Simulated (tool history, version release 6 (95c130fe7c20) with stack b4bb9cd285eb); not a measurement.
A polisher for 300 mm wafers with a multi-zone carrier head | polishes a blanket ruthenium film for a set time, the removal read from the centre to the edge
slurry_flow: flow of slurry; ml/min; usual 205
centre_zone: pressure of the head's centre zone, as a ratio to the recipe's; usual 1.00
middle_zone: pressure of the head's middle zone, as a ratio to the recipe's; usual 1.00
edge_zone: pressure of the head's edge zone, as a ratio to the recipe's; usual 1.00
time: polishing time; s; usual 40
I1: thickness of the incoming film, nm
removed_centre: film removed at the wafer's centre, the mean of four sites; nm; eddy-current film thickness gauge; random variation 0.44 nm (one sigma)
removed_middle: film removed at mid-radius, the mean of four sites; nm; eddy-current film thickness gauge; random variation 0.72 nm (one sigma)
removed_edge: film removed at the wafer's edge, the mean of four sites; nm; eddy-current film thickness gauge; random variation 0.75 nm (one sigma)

run 1 hour=0.0 | slurry_flow=205 centre_zone=1.00 middle_zone=1.00 edge_zone=1.00 time=40 | I1=445.7 | removed_centre=45.2 removed_middle=46.1 removed_edge=46.8
run 2 hour=16.1 | slurry_flow=205 centre_zone=0.96 middle_zone=1.00 edge_zone=1.00 time=40 | I1=441.5 | removed_centre=42.7 removed_middle=45.3 removed_edge=44.8
run 3 hour=23.6 | slurry_flow=205 centre_zone=0.96 middle_zone=1.00 edge_zone=1.00 time=40 | I1=446.3 | removed_centre=41.9 removed_middle=43.8 removed_edge=44.5
run 4 hour=40.5 | slurry_flow=205 centre_zone=1.00 middle_zone=0.94 edge_zone=1.00 time=40 | I1=447.9 | removed_centre=42.9 removed_middle=42.5 removed_edge=44.7
run 5 hour=58.2 | slurry_flow=205 centre_zone=1.00 middle_zone=1.00 edge_zone=1.00 time=40 | I1=456.5 | removed_centre=49.1 removed_middle=48.8 removed_edge=49.3
run 6 hour=65.9 | slurry_flow=205 centre_zone=1.00 middle_zone=1.00 edge_zone=1.00 time=40 | I1=446.7 | removed_centre=46.6 removed_middle=47.4 removed_edge=48.6
run 7 hour=73.2 | slurry_flow=205 centre_zone=1.00 middle_zone=0.96 edge_zone=1.04 time=32 | I1=450.6 | removed_centre=37.3 removed_middle=35.9 removed_edge=38.3
run 8 hour=85.6 | slurry_flow=205 centre_zone=1.00 middle_zone=0.95 edge_zone=1.00 time=47 | I1=451.9 | removed_centre=53.3 removed_middle=52.3 removed_edge=54.1
run 9 hour=95.4 | slurry_flow=205 centre_zone=1.00 middle_zone=1.10 edge_zone=0.97 time=40 | I1=445.1 | removed_centre=44.2 removed_middle=49.3 removed_edge=44.9
run 10 hour=108.0 | slurry_flow=205 centre_zone=1.06 middle_zone=0.93 edge_zone=0.89 time=40 | I1=453.0 | removed_centre=46.6 removed_middle=41.5 removed_edge=41.9
run 11 hour=121.5 | slurry_flow=135 centre_zone=1.07 middle_zone=1.00 edge_zone=1.00 time=54 | I1=446.6 | removed_centre=54.0 removed_middle=52.1 removed_edge=55.6
run 12 hour=129.1 | slurry_flow=205 centre_zone=1.00 middle_zone=1.00 edge_zone=0.91 time=36 | I1=448.9 | removed_centre=38.9 removed_middle=39.7 removed_edge=38.7
run 13 hour=144.9 | slurry_flow=245 centre_zone=1.11 middle_zone=1.00 edge_zone=1.00 time=40 | I1=449.1 | removed_centre=58.9 removed_middle=53.3 removed_edge=50.6
run 14 hour=150.7 | slurry_flow=205 centre_zone=1.00 middle_zone=1.00 edge_zone=0.94 time=40 | I1=454.5 | removed_centre=50.3 removed_middle=51.0 removed_edge=48.7
run 15 hour=194.9 | slurry_flow=260 centre_zone=1.00 middle_zone=1.12 edge_zone=0.93 time=40 | I1=453.0 | removed_centre=48.5 removed_middle=52.4 removed_edge=47.1
run 16 hour=203.0 | slurry_flow=205 centre_zone=1.00 middle_zone=0.97 edge_zone=1.00 time=40 | I1=450.5 | removed_centre=46.7 removed_middle=46.1 removed_edge=46.3
run 17 hour=210.1 | slurry_flow=205 centre_zone=1.00 middle_zone=1.00 edge_zone=1.00 time=40 | I1=456.5 | removed_centre=46.5 removed_middle=47.6 removed_edge=45.6
run 18 hour=226.5 | slurry_flow=205 centre_zone=1.00 middle_zone=1.00 edge_zone=1.00 time=40 | I1=454.6 | removed_centre=50.7 removed_middle=51.5 removed_edge=48.2
run 19 hour=241.7 | slurry_flow=165 centre_zone=1.00 middle_zone=1.07 edge_zone=1.05 time=44 | I1=445.7 | removed_centre=50.2 removed_middle=54.5 removed_edge=53.1
run 20 hour=253.8 | slurry_flow=205 centre_zone=1.00 middle_zone=1.00 edge_zone=1.00 time=44 | I1=455.0 | removed_centre=52.7 removed_middle=52.0 removed_edge=52.3
run 21 hour=264.6 | slurry_flow=145 centre_zone=1.00 middle_zone=1.00 edge_zone=1.00 time=29 | I1=443.6 | removed_centre=31.3 removed_middle=31.6 removed_edge=31.9
run 22 hour=278.9 | slurry_flow=205 centre_zone=1.00 middle_zone=1.00 edge_zone=0.97 time=30 | I1=457.9 | removed_centre=34.7 removed_middle=35.2 removed_edge=34.2
run 23 hour=291.2 | slurry_flow=205 centre_zone=1.00 middle_zone=1.00 edge_zone=1.00 time=40 | I1=453.2 | removed_centre=50.4 removed_middle=50.2 removed_edge=50.1

Not shown: 8 entries that the log had between the listed runs. Between which runs, and how does the tool's hidden state differ before and after?
Between runs 3 and 4: edge zone pressure recalibrated (hour 39.4)
  removal rate lost through wear of the pad, %: 10.7 -> 11.6; slurry flow missing at the pad, %: 27.4 -> 28.2
  measured less the result without the state, removed_centre: -8.3 -> -9.2 nm; removed_middle: -8.3 -> -8.6 nm; removed_edge: -7.6 -> -8.3 nm
Between runs 4 and 5: worn pad replaced by a new one (hour 57.7)
  removal rate lost through wear of the pad, %: 11.6 -> 0.697; slurry flow missing at the pad, %: 28.2 -> 29.1
  measured less the result without the state, removed_centre: -9.2 -> -4.2 nm; removed_middle: -8.6 -> -3.7 nm; removed_edge: -8.3 -> -2.8 nm
Between runs 12 and 13: worn pad replaced by a new one (hour 143.0); slurry nozzle cleaned (hour 144.4)
  removal rate lost through wear of the pad, %: 10.6 -> 2.17; slurry flow missing at the pad, %: 32.6 -> 4.2
  measured less the result without the state, removed_centre: -8.6 -> -1.6 nm; removed_middle: -8.3 -> -1.5 nm; removed_edge: -7.0 -> -1.3 nm
Between runs 14 and 15: centre zone pressure recalibrated (hour 186.1)
  removal rate lost through wear of the pad, %: 4.11 -> 10.7; slurry flow missing at the pad, %: 4.48 -> 6.66
  measured less the result without the state, removed_centre: -2.6 -> -6.3 nm; removed_middle: -2.6 -> -6.7 nm; removed_edge: -2.3 -> -6.0 nm
Between runs 15 and 16: carrier head's membrane replaced by a new one (hour 202.6)
  removal rate lost through wear of the pad, %: 10.7 -> 11.1; slurry flow missing at the pad, %: 6.66 -> 7.06
  measured less the result without the state, removed_centre: -6.3 -> -6.5 nm; removed_middle: -6.7 -> -6.3 nm; removed_edge: -6.0 -> -6.2 nm
Between runs 17 and 18: worn pad replaced by a new one (hour 215.6)
  removal rate lost through wear of the pad, %: 11.4 -> 4.04; slurry flow missing at the pad, %: 7.41 -> 8.21
  measured less the result without the state, removed_centre: -6.7 -> -3.0 nm; removed_middle: -6.8 -> -2.9 nm; removed_edge: -6.3 -> -2.6 nm
Between runs 22 and 23: worn pad replaced by a new one (hour 285.4)
  removal rate lost through wear of the pad, %: 10.2 -> 2.95; slurry flow missing at the pad, %: 10.8 -> 11.4
  measured less the result without the state, removed_centre: -4.8 -> -2.7 nm; removed_middle: -4.8 -> -2.6 nm; removed_edge: -4.4 -> -2.3 nm
